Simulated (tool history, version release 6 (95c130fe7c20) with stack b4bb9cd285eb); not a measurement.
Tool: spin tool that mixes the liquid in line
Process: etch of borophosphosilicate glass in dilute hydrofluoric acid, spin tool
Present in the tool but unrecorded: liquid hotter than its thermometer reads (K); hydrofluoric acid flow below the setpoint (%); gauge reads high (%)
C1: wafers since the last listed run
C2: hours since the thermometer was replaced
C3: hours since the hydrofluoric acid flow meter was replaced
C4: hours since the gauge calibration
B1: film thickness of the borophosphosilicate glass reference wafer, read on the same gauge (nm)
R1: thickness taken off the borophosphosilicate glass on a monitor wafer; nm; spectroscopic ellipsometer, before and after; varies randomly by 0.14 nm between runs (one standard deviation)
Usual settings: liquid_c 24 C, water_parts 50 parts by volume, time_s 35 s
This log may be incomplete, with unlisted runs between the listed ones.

{"run": 1, "hour": 0.0, "liquid_c": 24, "water_parts": 50, "time_s": 35, "C1": 0, "C2": 2031.7, "C3": 566.3, "C4": 255, "B1": 89.95, "R1": 30.1}
{"run": 2, "hour": 33.4, "liquid_c": 24, "water_parts": 50, "time_s": 35, "C1": 477, "C2": 2065.1, "C3": 599.7, "C4": 288.4, "B1": 90, "R1": 30.23}
{"run": 3, "hour": 65.5, "liquid_c": 24, "water_parts": 50, "time_s": 35, "C1": 458, "C2": 2097.2, "C3": 631.8, "C4": 320.5, "B1": 90.01, "R1": 30.24}
{"run": 4, "hour": 90.7, "liquid_c": 24, "water_parts": 50, "time_s": 35, "C1": 359, "C2": 2122.4, "C3": 657, "C4": 345.7, "B1": 89.98, "R1": 30.32}
{"run": 5, "hour": 107.4, "liquid_c": 24, "water_parts": 50, "time_s": 35, "C1": 238, "C2": 2139.1, "C3": 673.7, "C4": 362.4, "B1": 90.01, "R1": 30.23}
{"hour": 186.6, "done": "thermometer replaced"}
{"run": 6, "hour": 199.0, "liquid_c": 24, "water_parts": 50, "time_s": 35, "C1": 1294, "C2": 12.4, "C3": 765.3, "C4": 454, "B1": 90.01, "R1": 27.61}
{"run": 7, "hour": 217.6, "liquid_c": 24, "water_parts": 50, "time_s": 35, "C1": 265, "C2": 31, "C3": 783.9, "C4": 472.6, "B1": 90.01, "R1": 27.53}
{"run": 8, "hour": 249.1, "liquid_c": 24, "water_parts": 50, "time_s": 35, "C1": 449, "C2": 62.5, "C3": 815.4, "C4": 504.1, "B1": 89.96, "R1": 27.73}
{"run": 9, "hour": 276.9, "liquid_c": 24, "water_parts": 50, "time_s": 45, "C1": 397, "C2": 90.3, "C3": 843.2, "C4": 531.9, "B1": 90.02, "R1": 35.61}
{"run": 10, "hour": 311.6, "liquid_c": 24, "water_parts": 40, "time_s": 35, "C1": 495, "C2": 125, "C3": 877.9, "C4": 566.6, "B1": 90, "R1": 35.32}
{"hour": 314.1, "done": "gauge calibrated"}
{"run": 11, "hour": 336.1, "liquid_c": 24, "water_parts": 30, "time_s": 35, "C1": 349, "C2": 149.5, "C3": 902.4, "C4": 22, "B1": 90.01, "R1": 47.66}
{"run": 12, "hour": 350.8, "liquid_c": 24, "water_parts": 50, "time_s": 35, "C1": 209, "C2": 164.2, "C3": 917.1, "C4": 36.7, "B1": 90.03, "R1": 27.78}
{"run": 13, "hour": 373.7, "liquid_c": 24, "water_parts": 45, "time_s": 35, "C1": 327, "C2": 187.1, "C3": 940, "C4": 59.6, "B1": 89.97, "R1": 31.39}
{"hour": 380.8, "done": "hydrofluoric acid flow meter replaced"}
{"run": 14, "hour": 410.5, "liquid_c": 24, "water_parts": 70, "time_s": 35, "C1": 511, "C2": 223.9, "C3": 29.7, "C4": 96.4, "B1": 90, "R1": 19.37}
{"run": 15, "hour": 442.7, "liquid_c": 24, "water_parts": 50, "time_s": 35, "C1": 459, "C2": 256.1, "C3": 61.9, "C4": 128.6, "B1": 90.04, "R1": 27.87}
{"run": 16, "hour": 474.3, "liquid_c": 24, "water_parts": 60, "time_s": 35, "C1": 451, "C2": 287.7, "C3": 93.5, "C4": 160.2, "B1": 90.02, "R1": 22.9}
{"run": 17, "hour": 502.4, "liquid_c": 24, "water_parts": 50, "time_s": 35, "C1": 401, "C2": 315.8, "C3": 121.6, "C4": 188.3, "B1": 90.03, "R1": 27.66}
{"run": 18, "hour": 526.9, "liquid_c": 28.5, "water_parts": 40, "time_s": 25, "C1": 349, "C2": 340.3, "C3": 146.1, "C4": 212.8, "B1": 90.01, "R1": 30.52}

Consider 5 possible next runs. They are alternatives, not a sequence: every one starts from the tool as it was left by run 18. What does each give?
{"run": "A", "hour": 527.3, "liquid_c": 24, "water_parts": 35, "time_s": 35, "C1": 5, "C2": 340.7, "C3": 146.5, "C4": 213.2, "B1": "?", "R1": "?"}
{"run": "B", "hour": 527.3, "liquid_c": 27.5, "water_parts": 50, "time_s": 50, "C1": 5, "C2": 340.7, "C3": 146.5, "C4": 213.2, "B1": "?", "R1": "?"}
{"run": "C", "hour": 527.3, "liquid_c": 24, "water_parts": 70, "time_s": 15, "C1": 5, "C2": 340.7, "C3": 146.5, "C4": 213.2, "B1": "?", "R1": "?"}
{"run": "D", "hour": 527.3, "liquid_c": 26.5, "water_parts": 70, "time_s": 35, "C1": 5, "C2": 340.7, "C3": 146.5, "C4": 213.2, "B1": "?", "R1": "?"}
{"run": "E", "hour": 527.3, "liquid_c": 28, "water_parts": 65, "time_s": 50, "C1": 5, "C2": 340.7, "C3": 146.5, "C4": 213.2, "B1": "?", "R1": "?"}

run=A B1=90.04 R1=40.79
run=B B1=90.04 R1=46.04
run=C B1=90.04 R1=8.34
run=D B1=90.04 R1=21.5
run=E B1=90.04 R1=35.34
Without the tool's unlogged condition, the same runs would have read:
run=A R1=39.8
run=B R1=44.96
run=C R1=8.14
run=D R1=21
run=E R1=34.53
